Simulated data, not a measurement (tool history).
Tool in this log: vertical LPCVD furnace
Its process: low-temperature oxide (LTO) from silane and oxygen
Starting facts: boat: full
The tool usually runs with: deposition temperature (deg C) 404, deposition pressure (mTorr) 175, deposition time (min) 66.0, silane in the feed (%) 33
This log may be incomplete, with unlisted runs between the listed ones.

run,day,deposition temperature (deg C),deposition pressure (mTorr),deposition time (min),silane in the feed (%),wafers since the last listed run,hours since the last temperature calibration,hours since the pressure gauge was zeroed,hours since the silane flow controller was replaced,hours since the gauge calibration,"read-back reference wafer on the same gauge, thickness",film thickness on the monitor wafer in the middle of the boat (angstrom)
1,0.000,404,175,66.0,33,0,805.5,3312.0,4928.4,601.6,463.38,4118.7
2,1.142,404,175,66.0,33,329,832.9,3339.4,4955.8,629.0,463.00,4115.5
3,3.442,404,175,66.0,33,662,888.1,3394.6,5011.0,684.2,462.98,4152.8
4,6.350,404,175,66.0,33,838,957.9,3464.4,5080.8,754.0,462.83,4128.9
5,7.958,404,175,66.0,33,463,996.5,3503.0,5119.4,792.6,463.13,4118.6
6,9.092,404,175,71.5,36,326,1023.7,3530.2,5146.6,819.8,462.77,5000.3
7,17.908,404,175,66.0,33,2541,1235.3,3741.8,5358.2,1031.4,462.86,4147.3
# day 25.312: silane flow controller replaced
8,25.983,401,175,66.0,33,2039,1429.1,3935.6,16.1,1225.2,463.24,4009.9
# day 26.875: gauge calibrated
9,27.029,401,175,66.0,33,301,1454.2,3960.7,41.2,3.7,463.05,3995.8
10,29.721,401,175,66.0,33,775,1518.8,4025.3,105.8,68.3,462.90,4006.9
# day 31.692: thermocouples replaced and temperature profile calibrated
11,31.733,395,175,66.0,28,291,1.0,4073.6,154.1,116.6,463.12,2924.0
12,33.767,395,175,66.0,28,586,49.8,4122.4,202.9,165.4,462.97,2924.9
13,34.850,404,175,66.0,33,312,75.8,4148.4,228.9,191.4,463.10,4116.3
14,37.158,404,175,66.0,33,665,131.2,4203.8,284.3,246.8,463.19,4139.3
15,39.333,404,175,66.0,33,626,183.4,4256.0,336.5,299.0,462.93,4142.5
16,40.775,404,140,79.0,28,415,218.0,4290.6,371.1,333.6,463.21,3072.6
17,42.683,404,160,58.5,36,550,263.8,4336.4,416.9,379.4,463.42,3756.2

Run 18, settings as shown, results not yet in. Your forecast:
18,44.121,404,210,75.0,27,414,298.3,4370.9,451.4,413.9,?,?

For run 18 the tool returned read-back reference wafer on the same gauge, thickness 462.99, film thickness on the monitor wafer in the middle of the boat (angstrom) 4239.7.
Minus the tool's unlogged condition, the same run would have read film thickness on the monitor wafer in the middle of the boat (angstrom) 4424.4.

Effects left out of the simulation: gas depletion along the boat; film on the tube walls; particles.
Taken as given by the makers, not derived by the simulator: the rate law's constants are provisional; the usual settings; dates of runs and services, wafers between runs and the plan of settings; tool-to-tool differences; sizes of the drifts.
